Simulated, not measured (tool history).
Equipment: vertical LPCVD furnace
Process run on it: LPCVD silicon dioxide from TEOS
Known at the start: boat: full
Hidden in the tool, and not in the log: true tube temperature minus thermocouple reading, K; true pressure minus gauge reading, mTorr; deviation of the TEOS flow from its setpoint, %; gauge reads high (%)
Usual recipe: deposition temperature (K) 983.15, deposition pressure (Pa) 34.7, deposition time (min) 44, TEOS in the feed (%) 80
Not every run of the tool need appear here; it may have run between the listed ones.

| run | hour | deposition temperature (K) | deposition pressure (Pa) | deposition time (min) | TEOS in the feed (%) | wafers since the last listed run | hours since the last temperature calibration | hours since the pressure gauge was zeroed | hours since the TEOS flow controller was replaced | hours since the gauge calibration | read-back reference wafer on the same gauge, thickness | film thickness on the monitor wafer in the middle of the boat (Å) |
|---|---|---|---|---|---|---|---|---|---|---|---|---|
| 1 | 0 | 983.15 | 34.7 | 44 | 80 | 0 | 2712.6 | 3798.9 | 4294.1 | 139 | 346.54 | 3936.8 |
| 2 | 34.7 | 983.15 | 34.7 | 44 | 80 | 528 | 2747.3 | 3833.6 | 4328.8 | 173.7 | 346.13 | 3941.6 |
| 3 | 102 | 983.15 | 34.7 | 44 | 80 | 1024 | 2814.6 | 3900.9 | 4396.1 | 241 | 345.83 | 3921.8 |
| 4 | 159.7 | 983.15 | 34.7 | 44 | 80 | 878 | 2872.3 | 3958.6 | 4453.8 | 298.7 | 345.82 | 3934 |
| 5 | 208.2 | 983.15 | 38 | 33.5 | 80 | 738 | 2920.8 | 4007.1 | 4502.3 | 347.2 | 345.76 | 3141.2 |
| 6 | 240 | 983.15 | 34.7 | 44 | 80 | 483 | 2952.6 | 4038.9 | 4534.1 | 379 | 346.18 | 3962.9 |
| 7 | 276.3 | 983.15 | 34.7 | 44 | 80 | 552 | 2988.9 | 4075.2 | 4570.4 | 415.3 | 345.85 | 3933.4 |
|  | 318.5 | gauge calibrated |
| 8 | 325.5 | 991.15 | 28.7 | 53 | 74 | 748 | 3038.1 | 4124.4 | 4619.6 | 7 | 345.44 | 4964.9 |
|  | 433.6 | pressure gauge zeroed |
| 9 | 439.8 | 979.15 | 34.7 | 35 | 92 | 1374 | 3152.4 | 6.2 | 4733.9 | 121.3 | 345.85 | 3077.6 |
|  | 474.4 | thermocouples replaced and temperature profile calibrated |
| 10 | 474.9 | 986.15 | 31.3 | 44 | 91 | 168 | 0.5 | 41.3 | 4769 | 156.4 | 346.19 | 4277.3 |
|  | 515.6 | TEOS flow controller replaced |
| 11 | 516.1 | 979.15 | 34.7 | 49.5 | 72 | 261 | 41.7 | 82.5 | 0.5 | 197.6 | 346.02 | 3828.1 |
| 12 | 532 | 983.15 | 34.7 | 44 | 80 | 241 | 57.6 | 98.4 | 16.4 | 213.5 | 345.99 | 3949.9 |
| 13 | 592.5 | 983.15 | 38 | 38.5 | 80 | 920 | 118.1 | 158.9 | 76.9 | 274 | 345.98 | 3597.6 |
|  | 715.2 | gauge calibrated |
| 14 | 729.1 | 974.15 | 39.3 | 54.5 | 70 | 2078 | 254.7 | 295.5 | 213.5 | 13.9 | 346.02 | 3955.2 |
| 15 | 783.5 | 994.15 | 34.7 | 26.5 | 80 | 827 | 309.1 | 349.9 | 267.9 | 68.3 | 346.01 | 3028.5 |

Alternative continuations, all from the tool just after run 15; predict every row:
| A | 788.1 | 974.15 | 34.7 | 44 | 80 | 69 | 313.7 | 354.5 | 272.5 | 72.9 | ? | ? |
| B | 788.1 | 980.15 | 39.3 | 44 | 80 | 69 | 313.7 | 354.5 | 272.5 | 72.9 | ? | ? |
| C | 788.1 | 983.15 | 32 | 44 | 66 | 69 | 313.7 | 354.5 | 272.5 | 72.9 | ? | ? |
| D | 788.1 | 983.15 | 30.7 | 44 | 88 | 69 | 313.7 | 354.5 | 272.5 | 72.9 | ? | ? |

| run | read-back reference wafer on the same gauge, thickness | film thickness on the monitor wafer in the middle of the boat (Å) |
|---|---|---|
| A | 346.39 | 3189.7 |
| B | 346.39 | 3902 |
| C | 346.39 | 3423.6 |
| D | 346.39 | 3870 |
Had the tool no hidden state, the same runs would have come out as:
| run | film thickness on the monitor wafer in the middle of the boat (Å) |
|---|---|
| A | 3189.7 |
| B | 3902 |
| C | 3423.6 |
| D | 3870 |

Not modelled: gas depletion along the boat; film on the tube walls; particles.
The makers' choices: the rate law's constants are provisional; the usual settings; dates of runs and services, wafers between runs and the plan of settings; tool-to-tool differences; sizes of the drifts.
